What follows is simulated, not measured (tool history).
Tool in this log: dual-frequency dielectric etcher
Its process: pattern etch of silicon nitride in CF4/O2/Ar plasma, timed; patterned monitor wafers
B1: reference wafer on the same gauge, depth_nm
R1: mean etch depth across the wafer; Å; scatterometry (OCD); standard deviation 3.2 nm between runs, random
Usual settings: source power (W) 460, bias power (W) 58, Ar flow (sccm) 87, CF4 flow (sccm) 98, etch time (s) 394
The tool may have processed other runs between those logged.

run 1 hour=0 | source_power_(W)=460 bias_power_(W)=58 Ar_flow_(sccm)=87 CF4_flow_(sccm)=98 etch_time_(s)=394 | B1=797.4 | R1=8872
run 2 hour=74.8 | source_power_(W)=460 bias_power_(W)=58 Ar_flow_(sccm)=87 CF4_flow_(sccm)=98 etch_time_(s)=394 | B1=797.8 | R1=8397
run 3 hour=168.8 | source_power_(W)=460 bias_power_(W)=58 Ar_flow_(sccm)=87 CF4_flow_(sccm)=98 etch_time_(s)=394 | B1=797.1 | R1=8459
run 4 hour=251.2 | source_power_(W)=460 bias_power_(W)=58 Ar_flow_(sccm)=87 CF4_flow_(sccm)=98 etch_time_(s)=394 | B1=796.6 | R1=8505
run 5 hour=298.7 | source_power_(W)=460 bias_power_(W)=58 Ar_flow_(sccm)=87 CF4_flow_(sccm)=98 etch_time_(s)=394 | B1=796.2 | R1=8473
run 6 hour=380.5 | source_power_(W)=460 bias_power_(W)=58 Ar_flow_(sccm)=87 CF4_flow_(sccm)=107 etch_time_(s)=394 | B1=796.3 | R1=8663
run 7 hour=466.9 | source_power_(W)=460 bias_power_(W)=58 Ar_flow_(sccm)=87 CF4_flow_(sccm)=107 etch_time_(s)=394 | B1=797.4 | R1=8768
run 8 hour=567.9 | source_power_(W)=460 bias_power_(W)=58 Ar_flow_(sccm)=87 CF4_flow_(sccm)=98 etch_time_(s)=435.5 | B1=797.4 | R1=9751
run 9 hour=666.7 | source_power_(W)=460 bias_power_(W)=72 Ar_flow_(sccm)=87 CF4_flow_(sccm)=98 etch_time_(s)=394 | B1=797.2 | R1=9531
run 10 hour=754 | source_power_(W)=460 bias_power_(W)=58 Ar_flow_(sccm)=87 CF4_flow_(sccm)=98 etch_time_(s)=394 | B1=797.3 | R1=8389
run 11 hour=815.8 | source_power_(W)=560 bias_power_(W)=58 Ar_flow_(sccm)=87 CF4_flow_(sccm)=98 etch_time_(s)=394 | B1=797.7 | R1=9148
run 12 hour=865.1 | source_power_(W)=460 bias_power_(W)=58 Ar_flow_(sccm)=87 CF4_flow_(sccm)=98 etch_time_(s)=444.5 | B1=797.5 | R1=9646
run 13 hour=934.2 | source_power_(W)=460 bias_power_(W)=58 Ar_flow_(sccm)=87 CF4_flow_(sccm)=98 etch_time_(s)=394 | B1=797.4 | R1=8575
run 14 hour=1038 | source_power_(W)=390 bias_power_(W)=58 Ar_flow_(sccm)=67 CF4_flow_(sccm)=83 etch_time_(s)=309 | B1=798.5 | R1=6466

Taken out of this log: 8 entries between the listed runs. Where each belongs, and how the hidden state differs across it:
After run 1, before run 2: wet clean of the chamber (hour 74.3)
  etch rate over this chamber's usual, %: 5.14 -> -0.374
  measured value less the no-hidden-state value, R1: +434 -> -32 Å
After run 7, before run 8: upper electrode replaced, of another model than before (hour 564)
  etch rate over this chamber's usual, %: 3.13 -> 4.04
  measured value less the no-hidden-state value, R1: +267 -> +378 Å
After run 8, before run 9: Ar flow controller replaced (hour 618); gauge calibrated (hour 623.7); CF4 flow controller replaced (hour 639.2)
  etch rate over this chamber's usual, %: 4.04 -> 4.92
  measured value less the no-hidden-state value, R1: +378 -> +447 Å
After run 9, before run 10: wet clean of the chamber (hour 693.1)
  etch rate over this chamber's usual, %: 4.92 -> 0.477
  measured value less the no-hidden-state value, R1: +447 -> +40 Å
After run 10, before run 11: source power generator calibrated (hour 784); bias power generator calibrated (hour 791)
  etch rate over this chamber's usual, %: 0.477 -> 1.03
  measured value less the no-hidden-state value, R1: +40 -> +93 Å
